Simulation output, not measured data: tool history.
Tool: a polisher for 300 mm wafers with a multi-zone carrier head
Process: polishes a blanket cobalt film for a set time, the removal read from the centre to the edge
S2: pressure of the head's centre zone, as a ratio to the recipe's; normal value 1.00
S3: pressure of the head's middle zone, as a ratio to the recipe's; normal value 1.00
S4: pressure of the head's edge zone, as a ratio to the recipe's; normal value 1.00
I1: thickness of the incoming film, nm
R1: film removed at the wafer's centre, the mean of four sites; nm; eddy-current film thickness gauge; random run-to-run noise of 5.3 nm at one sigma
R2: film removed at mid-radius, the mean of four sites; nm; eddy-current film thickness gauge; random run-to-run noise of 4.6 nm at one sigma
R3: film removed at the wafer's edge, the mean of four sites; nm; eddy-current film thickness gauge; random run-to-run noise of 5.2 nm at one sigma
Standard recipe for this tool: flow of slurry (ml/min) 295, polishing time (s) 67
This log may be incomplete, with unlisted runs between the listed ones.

run 1 hour=0.0 | flow_of_slurry_(ml/min)=295 S2=1.00 S3=1.00 S4=1.00 polishing_time_(s)=67 | I1=1122.1 | R1=411.5 R2=408.8 R3=397.3
run 2 hour=43.9 | flow_of_slurry_(ml/min)=295 S2=1.00 S3=1.00 S4=1.00 polishing_time_(s)=67 | I1=1138.0 | R1=415.7 R2=407.6 R3=394.7
run 3 hour=77.9 | flow_of_slurry_(ml/min)=295 S2=1.00 S3=0.97 S4=1.00 polishing_time_(s)=67 | I1=1114.1 | R1=409.0 R2=398.9 R3=400.6
run 4 hour=102.5 | flow_of_slurry_(ml/min)=295 S2=1.00 S3=0.97 S4=1.00 polishing_time_(s)=67 | I1=1109.9 | R1=405.6 R2=407.7 R3=405.0
-- hour=158.0 edge zone pressure recalibrated
-- hour=170.1 worn pad replaced by a new one
run 5 hour=171.9 | flow_of_slurry_(ml/min)=295 S2=1.00 S3=0.97 S4=1.00 polishing_time_(s)=67 | I1=1141.1 | R1=416.1 R2=397.4 R3=401.0
run 6 hour=237.0 | flow_of_slurry_(ml/min)=295 S2=1.00 S3=1.00 S4=1.05 polishing_time_(s)=75 | I1=1140.7 | R1=461.6 R2=453.4 R3=461.4
run 7 hour=434.9 | flow_of_slurry_(ml/min)=295 S2=1.00 S3=1.00 S4=1.05 polishing_time_(s)=75 | I1=1146.1 | R1=477.6 R2=454.5 R3=443.9
-- hour=462.7 worn pad replaced by a new one
run 8 hour=505.3 | flow_of_slurry_(ml/min)=295 S2=1.00 S3=1.00 S4=1.00 polishing_time_(s)=67 | I1=1143.4 | R1=419.6 R2=404.7 R3=406.3
-- hour=531.4 slurry nozzle cleaned
run 9 hour=545.5 | flow_of_slurry_(ml/min)=295 S2=1.00 S3=1.00 S4=1.00 polishing_time_(s)=67 | I1=1121.3 | R1=427.4 R2=401.0 R3=405.8
run 10 hour=580.4 | flow_of_slurry_(ml/min)=355 S2=1.00 S3=0.88 S4=1.00 polishing_time_(s)=67 | I1=1130.3 | R1=447.4 R2=371.9 R3=411.2
run 11 hour=626.2 | flow_of_slurry_(ml/min)=365 S2=0.96 S3=1.04 S4=1.00 polishing_time_(s)=51 | I1=1115.0 | R1=325.0 R2=333.0 R3=308.0
run 12 hour=683.7 | flow_of_slurry_(ml/min)=340 S2=0.90 S3=1.07 S4=1.00 polishing_time_(s)=48 | I1=1141.9 | R1=288.5 R2=320.2 R3=293.0
-- hour=713.5 edge zone pressure recalibrated
-- hour=722.2 worn pad replaced by a new one
run 13 hour=751.9 | flow_of_slurry_(ml/min)=295 S2=1.00 S3=1.00 S4=1.00 polishing_time_(s)=58 | I1=1153.8 | R1=394.3 R2=353.1 R3=349.1
run 14 hour=792.9 | flow_of_slurry_(ml/min)=295 S2=1.00 S3=1.00 S4=1.00 polishing_time_(s)=58 | I1=1127.0 | R1=394.0 R2=354.7 R3=346.8
-- hour=838.5 carrier head's membrane replaced by a new one
run 15 hour=839.0 | flow_of_slurry_(ml/min)=295 S2=1.00 S3=1.07 S4=1.00 polishing_time_(s)=67 | I1=1130.6 | R1=446.7 R2=431.7 R3=402.8
run 16 hour=902.7 | flow_of_slurry_(ml/min)=295 S2=1.06 S3=1.08 S4=1.08 polishing_time_(s)=67 | I1=1131.7 | R1=491.6 R2=438.2 R3=417.8
-- hour=952.6 centre zone pressure recalibrated
run 17 hour=966.2 | flow_of_slurry_(ml/min)=255 S2=1.00 S3=1.00 S4=1.00 polishing_time_(s)=67 | I1=1131.4 | R1=392.8 R2=399.1 R3=396.6
-- hour=987.9 worn pad replaced by a new one
run 18 hour=1010.3 | flow_of_slurry_(ml/min)=295 S2=1.00 S3=1.00 S4=1.00 polishing_time_(s)=45 | I1=1124.3 | R1=268.3 R2=269.9 R3=267.0
run 19 hour=1053.3 | flow_of_slurry_(ml/min)=295 S2=1.00 S3=1.06 S4=1.00 polishing_time_(s)=56 | I1=1123.8 | R1=336.4 R2=357.4 R3=330.1
run 20 hour=1082.8 | flow_of_slurry_(ml/min)=295 S2=0.91 S3=1.00 S4=0.97 polishing_time_(s)=75 | I1=1125.6 | R1=404.0 R2=462.7 R3=448.3
run 21 hour=1121.5 | flow_of_slurry_(ml/min)=325 S2=0.90 S3=1.00 S4=1.07 polishing_time_(s)=52 | I1=1142.2 | R1=290.4 R2=317.3 R3=331.3
run 22 hour=1190.7 | flow_of_slurry_(ml/min)=360 S2=1.00 S3=1.12 S4=1.04 polishing_time_(s)=67 | I1=1126.3 | R1=410.9 R2=458.5 R3=405.7
run 23 hour=1259.4 | flow_of_slurry_(ml/min)=295 S2=1.00 S3=1.00 S4=1.10 polishing_time_(s)=67 | I1=1127.4 | R1=404.8 R2=404.6 R3=409.1

Predict each of these 3 candidate next runs independently; none follows another, all start after run 23:
run A hour=1259.8 | flow_of_slurry_(ml/min)=295 S2=1.00 S3=1.00 S4=1.00 polishing_time_(s)=67 | I1=1121.1 | R1=? R2=? R3=?
run B hour=1259.8 | flow_of_slurry_(ml/min)=295 S2=1.00 S3=0.88 S4=1.00 polishing_time_(s)=67 | I1=1121.1 | R1=? R2=? R3=?
run C hour=1259.8 | flow_of_slurry_(ml/min)=295 S2=0.96 S3=1.00 S4=1.00 polishing_time_(s)=81 | I1=1121.1 | R1=? R2=? R3=?

run=A R1=399.9 R2=408.2 R3=398.9
run=B R1=399.5 R2=366.8 R3=399.6
run=C R1=463.9 R2=493.6 R3=482.3
What these runs would have given with no unlogged condition in the tool:
run=A R1=402.0 R2=408.2 R3=398.9
run=B R1=401.7 R2=366.8 R3=399.6
run=C R1=466.4 R2=493.6 R3=482.3

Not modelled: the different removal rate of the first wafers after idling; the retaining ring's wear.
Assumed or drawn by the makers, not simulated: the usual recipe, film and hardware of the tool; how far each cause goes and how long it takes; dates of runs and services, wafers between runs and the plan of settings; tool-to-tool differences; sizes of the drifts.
